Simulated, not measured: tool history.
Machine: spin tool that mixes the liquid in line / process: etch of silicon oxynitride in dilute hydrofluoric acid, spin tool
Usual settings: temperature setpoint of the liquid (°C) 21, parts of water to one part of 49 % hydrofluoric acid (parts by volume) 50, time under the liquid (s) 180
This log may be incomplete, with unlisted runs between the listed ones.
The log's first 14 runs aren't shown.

run    hour  temperature setpoint of the liquid (°C)  parts of water to one part of 49 % hydrofluoric acid (parts by volume)  time under the liquid (s)  read-back film thickness of the silicon oxynitride reference wafer, read on the same gauge (nm)  thickness taken off the silicon oxynitride on a monitor wafer (Å)
 15   760.2                                       21                                                                      40                        180                                                                                            99.97                                                              148.3
 16   794.4                                       21                                                                      50                        180                                                                                           100.04                                                              117.5
 17   862.7                                       21                                                                      40                        220                                                                                           100.02                                                              179.9
 18     896                                       17                                                                      70                        115                                                                                              100                                                               43.3
 19   958.2                                       21                                                                      35                        275                                                                                              100                                                              257.9
 20    1014                                     23.5                                                                      50                        140                                                                                           100.03                                                              101.4
     1020.5  -- hydrofluoric acid flow meter replaced
 21  1074.8                                       21                                                                      40                        180                                                                                           100.04                                                              139.8
     1076.4  -- gauge calibrated
 22  1120.4                                     23.5                                                                      55                        230                                                                                              100                                                              147.5
 23  1178.2                                       21                                                                      50                        180                                                                                            99.98                                                              112.3
 24  1215.9                                       24                                                                      25                        235                                                                                           100.01                                                              341.4
 25    1253                                     17.5                                                                      40                         75                                                                                           100.04                                                               48.6
 26  1293.9                                       21                                                                      35                        180                                                                                            99.99                                                              162.7
 27  1321.4                                       21                                                                      50                        180                                                                                            99.96                                                              112.3
 28  1444.2                                       18                                                                      50                        180                                                                                           100.02                                                                 95
 29  1503.7                                       21                                                                      50                        180                                                                                              100                                                              110.7
 30  1561.4                                       18                                                                      50                        180                                                                                           100.01                                                               94.6
     1576.2  -- thermometer replaced
 31    1606                                     17.5                                                                      45                        135                                                                                            99.97                                                                 81
 32  1644.2                                       21                                                                      50                        180                                                                                              100                                                              113.7

Forecast each of these 5 alternatives for the next run:
  A  1644.7                                       21                                                                      50                        180                                                                                                ?                                                                  ?
  B  1644.7                                       21                                                                      35                        110                                                                                                ?                                                                  ?
  C  1644.7                                     24.5                                                                      65                        180                                                                                                ?                                                                  ?
  D  1644.7                                       19                                                                      60                        180                                                                                                ?                                                                  ?
  E  1644.7                                       25                                                                      75                        275                                                                                                ?                                                                  ?

run  read-back film thickness of the silicon oxynitride reference wafer, read on the same gauge (nm)  thickness taken off the silicon oxynitride on a monitor wafer (Å)
  A                                                                                              100                                                              115.3
  B                                                                                              100                                                              101.6
  C                                                                                              100                                                              104.1
  D                                                                                              100                                                               86.3
  E                                                                                              100                                                              139.9
The same runs, with their run-to-run variation unchanged, on a tool lacking any hidden condition would have given:
run  thickness taken off the silicon oxynitride on a monitor wafer (Å)
  A                                                              114.1
  B                                                              100.6
  C                                                              102.9
  D                                                               85.4
  E                                                              138.4
